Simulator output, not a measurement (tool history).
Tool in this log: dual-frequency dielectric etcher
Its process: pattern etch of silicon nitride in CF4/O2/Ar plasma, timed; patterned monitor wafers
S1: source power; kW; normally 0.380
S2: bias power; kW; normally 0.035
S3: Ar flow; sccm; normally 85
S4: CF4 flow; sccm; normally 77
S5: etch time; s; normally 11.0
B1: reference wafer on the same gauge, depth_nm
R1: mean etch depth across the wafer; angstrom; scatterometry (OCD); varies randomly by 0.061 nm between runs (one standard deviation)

run 1 hour=0.0 | S1=0.380 S2=0.035 S3=78 S4=77 S5=11.0 | B1=11.30 | R1=131.9
-- hour=30.6 source power generator calibrated
run 2 hour=69.3 | S1=0.380 S2=0.035 S3=78 S4=77 S5=11.0 | B1=11.31 | R1=138.7
run 3 hour=124.0 | S1=0.380 S2=0.035 S3=85 S4=77 S5=11.0 | B1=11.29 | R1=136.4
run 4 hour=153.5 | S1=0.380 S2=0.035 S3=85 S4=77 S5=11.0 | B1=11.28 | R1=134.9
-- hour=201.5 CF4 flow controller replaced
-- hour=237.6 wet clean of the chamber
run 5 hour=356.8 | S1=0.380 S2=0.030 S3=85 S4=77 S5=9.5 | B1=11.30 | R1=113.9
run 6 hour=402.5 | S1=0.380 S2=0.035 S3=85 S4=77 S5=11.0 | B1=11.30 | R1=135.7
run 7 hour=445.5 | S1=0.300 S2=0.035 S3=76 S4=77 S5=7.5 | B1=11.31 | R1=75.3
-- hour=471.1 bias power generator calibrated
run 8 hour=482.6 | S1=0.430 S2=0.035 S3=85 S4=93 S5=14.0 | B1=11.31 | R1=196.3
run 9 hour=534.0 | S1=0.380 S2=0.031 S3=85 S4=77 S5=11.0 | B1=11.28 | R1=128.6
-- hour=590.1 Ar flow controller replaced
-- hour=657.8 wet clean of the chamber
run 10 hour=658.3 | S1=0.330 S2=0.030 S3=85 S4=87 S5=12.5 | B1=11.30 | R1=133.0
run 11 hour=707.0 | S1=0.380 S2=0.035 S3=85 S4=77 S5=11.0 | B1=11.30 | R1=137.8
-- hour=739.1 upper electrode replaced
-- hour=746.4 gauge calibrated
run 12 hour=768.0 | S1=0.380 S2=0.030 S3=85 S4=77 S5=11.0 | B1=11.28 | R1=129.8
run 13 hour=837.7 | S1=0.380 S2=0.035 S3=85 S4=77 S5=11.0 | B1=11.30 | R1=137.1
run 14 hour=899.5 | S1=0.280 S2=0.035 S3=85 S4=84 S5=9.0 | B1=11.30 | R1=83.1
run 15 hour=944.5 | S1=0.380 S2=0.035 S3=70 S4=77 S5=11.0 | B1=11.30 | R1=137.6
run 16 hour=998.0 | S1=0.380 S2=0.035 S3=85 S4=77 S5=11.0 | B1=11.29 | R1=132.5
run 17 hour=1061.0 | S1=0.380 S2=0.035 S3=85 S4=77 S5=11.0 | B1=11.29 | R1=132.1
-- hour=1118.9 wet clean of the chamber
run 18 hour=1119.4 | S1=0.310 S2=0.035 S3=101 S4=62 S5=11.0 | B1=11.30 | R1=106.7
run 19 hour=1181.4 | S1=0.440 S2=0.035 S3=97 S4=77 S5=11.0 | B1=11.30 | R1=152.5
run 20 hour=1233.3 | S1=0.450 S2=0.033 S3=85 S4=77 S5=11.0 | B1=11.30 | R1=155.8

Here are 5 independent what-if runs from the current tool condition. What would each one return?
run A hour=1233.7 | S1=0.380 S2=0.035 S3=101 S4=77 S5=11.0 | B1=? | R1=?
run B hour=1233.7 | S1=0.290 S2=0.035 S3=85 S4=77 S5=8.5 | B1=? | R1=?
run C hour=1233.7 | S1=0.300 S2=0.035 S3=85 S4=77 S5=11.0 | B1=? | R1=?
run D hour=1233.7 | S1=0.380 S2=0.035 S3=85 S4=77 S5=9.5 | B1=? | R1=?
run E hour=1233.7 | S1=0.410 S2=0.035 S3=68 S4=62 S5=13.0 | B1=? | R1=?

run=A B1=11.30 R1=130.3
run=B B1=11.30 R1=79.7
run=C B1=11.30 R1=106.6
run=D B1=11.30 R1=115.6
run=E B1=11.30 R1=171.5
With the hidden condition removed and each run's random variation left untouched, the same runs would have given:
run=A R1=135.6
run=B R1=83.0
run=C R1=111.0
run=D R1=120.3
run=E R1=178.5
